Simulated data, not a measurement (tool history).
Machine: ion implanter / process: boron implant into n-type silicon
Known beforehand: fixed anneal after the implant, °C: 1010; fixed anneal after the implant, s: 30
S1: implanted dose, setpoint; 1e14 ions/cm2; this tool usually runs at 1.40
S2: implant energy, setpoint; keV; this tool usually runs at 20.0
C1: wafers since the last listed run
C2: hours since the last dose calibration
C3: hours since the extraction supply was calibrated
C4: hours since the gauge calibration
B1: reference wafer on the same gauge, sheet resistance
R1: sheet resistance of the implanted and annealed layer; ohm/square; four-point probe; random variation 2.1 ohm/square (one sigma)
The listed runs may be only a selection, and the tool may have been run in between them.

{"run": 1, "day": 0.0, "S1": 1.4, "S2": 20.0, "C1": 0, "C2": 513.5, "C3": 1680.5, "C4": 976.2, "B1": 605.0, "R1": 537.03}
{"run": 2, "day": 1.696, "S1": 1.4, "S2": 20.0, "C1": 977, "C2": 554.2, "C3": 1721.2, "C4": 1016.9, "B1": 604.95, "R1": 535.59}
{"run": 3, "day": 5.108, "S1": 1.4, "S2": 15.0, "C1": 1966, "C2": 636.1, "C3": 1803.1, "C4": 1098.8, "B1": 604.75, "R1": 557.19}
{"run": 4, "day": 7.604, "S1": 1.4, "S2": 20.0, "C1": 1438, "C2": 696.0, "C3": 1863.0, "C4": 1158.7, "B1": 604.74, "R1": 531.51}
{"run": 5, "day": 9.642, "S1": 1.4, "S2": 20.0, "C1": 1174, "C2": 744.9, "C3": 1911.9, "C4": 1207.6, "B1": 605.23, "R1": 535.48}
{"day": 19.588, "done": "Faraday cup replaced and dose calibrated"}
{"run": 6, "day": 20.383, "S1": 1.4, "S2": 20.0, "C1": 5997, "C2": 19.1, "C3": 2169.7, "C4": 1465.4, "B1": 605.07, "R1": 530.65}
{"run": 7, "day": 23.954, "S1": 1.4, "S2": 20.0, "C1": 2057, "C2": 104.8, "C3": 2255.4, "C4": 1551.1, "B1": 604.65, "R1": 532.95}
{"day": 25.904, "done": "extraction supply calibrated"}
{"run": 8, "day": 26.158, "S1": 1.4, "S2": 20.0, "C1": 1077, "C2": 157.7, "C3": 6.1, "C4": 1604.0, "B1": 604.91, "R1": 536.65}
{"run": 9, "day": 27.958, "S1": 1.4, "S2": 20.0, "C1": 1037, "C2": 200.9, "C3": 49.3, "C4": 1647.2, "B1": 605.49, "R1": 534.77}
{"run": 10, "day": 31.058, "S1": 1.4, "S2": 20.0, "C1": 1786, "C2": 275.3, "C3": 123.7, "C4": 1721.6, "B1": 604.75, "R1": 530.57}
{"run": 11, "day": 33.288, "S1": 1.4, "S2": 20.0, "C1": 1284, "C2": 328.8, "C3": 177.2, "C4": 1775.1, "B1": 604.73, "R1": 533.98}
{"run": 12, "day": 36.996, "S1": 1.4, "S2": 20.0, "C1": 2136, "C2": 417.8, "C3": 266.2, "C4": 1864.1, "B1": 605.27, "R1": 530.84}
{"day": 38.338, "done": "gauge calibrated"}
{"run": 13, "day": 41.108, "S1": 0.99, "S2": 20.0, "C1": 2369, "C2": 516.5, "C3": 364.9, "C4": 66.5, "B1": 604.85, "R1": 697.98}
{"run": 14, "day": 44.579, "S1": 1.4, "S2": 20.0, "C1": 1999, "C2": 599.8, "C3": 448.2, "C4": 149.8, "B1": 604.77, "R1": 534.51}
{"run": 15, "day": 48.467, "S1": 1.61, "S2": 13.5, "C1": 2240, "C2": 693.1, "C3": 541.5, "C4": 243.1, "B1": 604.96, "R1": 501.73}
{"run": 16, "day": 51.067, "S1": 1.4, "S2": 14.5, "C1": 1498, "C2": 755.5, "C3": 603.9, "C4": 305.5, "B1": 604.81, "R1": 555.37}
{"run": 17, "day": 54.608, "S1": 1.4, "S2": 16.5, "C1": 2040, "C2": 840.5, "C3": 688.9, "C4": 390.5, "B1": 604.86, "R1": 551.22}
{"run": 18, "day": 57.646, "S1": 1.61, "S2": 26.0, "C1": 1750, "C2": 913.4, "C3": 761.8, "C4": 463.4, "B1": 604.71, "R1": 459.27}
{"day": 59.325, "done": "Faraday cup replaced and dose calibrated"}
{"run": 19, "day": 61.4, "S1": 1.56, "S2": 20.0, "C1": 1971, "C2": 49.8, "C3": 851.9, "C4": 553.5, "B1": 604.97, "R1": 488.95}
{"run": 20, "day": 65.612, "S1": 1.4, "S2": 16.5, "C1": 2427, "C2": 150.9, "C3": 953.0, "C4": 654.6, "B1": 604.77, "R1": 552.18}
{"run": 21, "day": 68.575, "S1": 1.15, "S2": 20.0, "C1": 1707, "C2": 222.0, "C3": 1024.1, "C4": 725.7, "B1": 605.39, "R1": 621.4}
{"run": 22, "day": 70.171, "S1": 1.02, "S2": 20.0, "C1": 919, "C2": 260.3, "C3": 1062.4, "C4": 764.0, "B1": 605.09, "R1": 682.8}
{"run": 23, "day": 72.1, "S1": 1.19, "S2": 16.5, "C1": 1111, "C2": 306.6, "C3": 1108.7, "C4": 810.3, "B1": 604.74, "R1": 618.59}
{"run": 24, "day": 76.325, "S1": 1.79, "S2": 20.0, "C1": 2434, "C2": 408.0, "C3": 1210.1, "C4": 911.7, "B1": 605.13, "R1": 435.85}
{"run": 25, "day": 78.488, "S1": 1.13, "S2": 20.0, "C1": 1246, "C2": 459.9, "C3": 1262.0, "C4": 963.6, "B1": 604.64, "R1": 629.62}

Branching from run 25: 3 alternative next runs. What would each branch give?
{"run": "A", "day": 78.504, "S1": 1.4, "S2": 17.0, "C1": 9, "C2": 460.3, "C3": 1262.4, "C4": 964.0, "B1": "?", "R1": "?"}
{"run": "B", "day": 78.504, "S1": 1.25, "S2": 17.5, "C1": 9, "C2": 460.3, "C3": 1262.4, "C4": 964.0, "B1": "?", "R1": "?"}
{"run": "C", "day": 78.504, "S1": 1.28, "S2": 22.0, "C1": 9, "C2": 460.3, "C3": 1262.4, "C4": 964.0, "B1": "?", "R1": "?"}

run=A B1=605.20 R1=547.74
run=B B1=605.20 R1=596.60
run=C B1=605.20 R1=564.95
Without the tool's unlogged condition, the same runs would have read:
run=A R1=547.74
run=B R1=596.60
run=C R1=564.95

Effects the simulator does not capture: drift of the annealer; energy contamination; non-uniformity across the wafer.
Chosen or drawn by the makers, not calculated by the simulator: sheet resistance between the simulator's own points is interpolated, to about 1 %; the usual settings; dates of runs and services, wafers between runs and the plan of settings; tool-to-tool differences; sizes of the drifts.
